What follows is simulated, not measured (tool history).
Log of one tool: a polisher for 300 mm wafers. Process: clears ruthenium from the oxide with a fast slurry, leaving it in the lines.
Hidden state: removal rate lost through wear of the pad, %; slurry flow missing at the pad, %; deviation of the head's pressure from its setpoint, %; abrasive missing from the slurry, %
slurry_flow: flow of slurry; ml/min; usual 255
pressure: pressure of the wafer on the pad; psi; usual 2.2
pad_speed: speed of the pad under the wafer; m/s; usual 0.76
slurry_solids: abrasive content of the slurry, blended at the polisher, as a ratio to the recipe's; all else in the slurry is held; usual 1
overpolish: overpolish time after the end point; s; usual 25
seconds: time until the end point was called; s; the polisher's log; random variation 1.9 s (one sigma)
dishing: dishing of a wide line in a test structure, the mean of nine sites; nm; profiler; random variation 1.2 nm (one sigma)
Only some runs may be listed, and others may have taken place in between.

run,hour,slurry_flow,pressure,pad_speed,slurry_solids,overpolish,wafers since the last listed run,wafers polished on this pad,hours since the slurry nozzle was cleaned,hours since the head pressure was calibrated,hours since the slurry blender was calibrated,"incoming thickness of the incoming film, nm",seconds,dishing
1,0,255,2.2,0.76,1.2,25,0,1837,61.6,248,54.1,230.4,99.9,53.4
# hour 8.8: worn pad replaced by a new one
2,20.2,255,2.2,0.76,1.2,25,171,120,81.8,268.2,74.3,229.1,99.1,51.8
3,52.4,255,2.2,0.76,1,25,340,460,114,300.4,106.5,229.2,111.4,47.2
4,98.8,255,2.2,0.76,1,25,490,951,160.4,346.8,152.9,226.5,107.1,47
5,116.6,255,2.2,0.76,1,25,188,1139,178.2,364.6,170.7,232.5,113,46.2
6,140,255,2.2,0.76,1,14,247,1386,201.6,388,194.1,232.4,115.7,26.1
7,169.1,255,2.2,0.76,1,14,307,1694,230.7,417.1,223.2,232.2,121.5,25.9
# hour 178: worn pad replaced by a new one, of another model than before
# hour 184.5: slurry nozzle cleaned
8,185,255,2.2,0.76,1,14,115,63,0.5,433,239.1,232.3,108.3,29
# hour 193.4: slurry blender recalibrated
9,205.5,255,2.2,0.76,1,25,195,259,21,453.5,12.1,229.4,103.3,48.3
10,227.4,325,2.2,0.76,1,25,231,490,42.9,475.4,34,231.9,106,50.9
11,260.6,325,2.2,0.76,1,25,351,841,76.1,508.6,67.2,230,103.3,49.4
12,283.9,255,2.2,0.76,1,25,246,1087,99.4,531.9,90.5,231,107.7,47.3
13,297.2,255,2.2,0.76,1,25,140,1228,112.7,545.2,103.8,232.9,110.9,47.3
14,317.5,255,2.2,0.76,1,25,214,1443,133,565.5,124.1,234.1,109.7,47.7
15,353.5,310,2.2,0.62,1,15,380,1823,169,601.5,160.1,230.5,118.1,26.9
# hour 368: worn pad replaced by a new one
16,371.5,205,2.2,0.56,0.75,19,148,37,187,619.5,178.1,229.6,146.2,27.1
17,384.2,255,2.5,0.76,1,15,134,171,199.7,632.2,190.8,226.3,100.3,31.2
# hour 402.4: slurry blender recalibrated
18,405.8,255,1.7,0.76,1,36,207,378,221.3,653.8,3.4,226.1,131.1,53.7
# hour 411.6: slurry nozzle cleaned
19,439.1,345,2.2,0.76,1,16,341,720,27.5,687.1,36.7,232.5,108.5,32.7
20,470.3,255,2.2,0.76,1,25,329,1050,58.7,718.3,67.9,230.2,107.3,49.6
# hour 484.5: head pressure recalibrated
21,503.1,255,2.2,0.76,1,25,325,1375,91.5,18.6,100.7,233.9,112.9,48.9
22,525.7,170,2.9,0.96,0.8,25,238,1614,114.1,41.2,123.3,227.9,87.5,56.8
# hour 540.3: worn pad replaced by a new one
23,555.6,255,2.6,0.52,0.8,36,273,161,144,71.1,153.2,228.2,121.8,56
24,571,255,2.2,0.76,1,14,162,324,159.4,86.5,168.6,233.6,112.4,27.5
25,585.3,255,2.2,0.76,1,25,151,475,173.7,100.8,182.9,226.7,105.6,47.6
26,614.7,285,2.2,0.96,1,38,310,786,203.1,130.2,212.3,231.9,97.9,75.8
# hour 625.7: slurry nozzle cleaned
# hour 627.4: slurry blender recalibrated
27,647.3,255,2.2,0.76,1,25,315,1101,21.6,162.8,19.9,233.4,111.8,48.5
28,675.3,255,2.8,0.58,1,25,296,1397,49.6,190.8,47.9,229,100.1,50.9
29,694.9,310,2.2,0.52,1,17,207,1604,69.2,210.4,67.5,234.1,126.5,28.6

Each row is a separate what-if for the run after 29, all from the same tool condition, not one after another. Results?
A,695.4,255,2.2,0.76,1,25,4,1609,69.7,210.9,68,234.6,?,?
B,695.4,195,2.2,0.56,1,25,4,1609,69.7,210.9,68,234.6,?,?
C,695.4,255,2.2,0.76,0.9,25,4,1609,69.7,210.9,68,234.6,?,?

run,seconds,dishing
A,108.5,48.3
B,128.7,41.3
C,113.5,46.4
Without the tool's hidden state the same runs would have given:
run,seconds,dishing
A,107.9,48.5
B,127.9,41.6
C,112.9,46.6
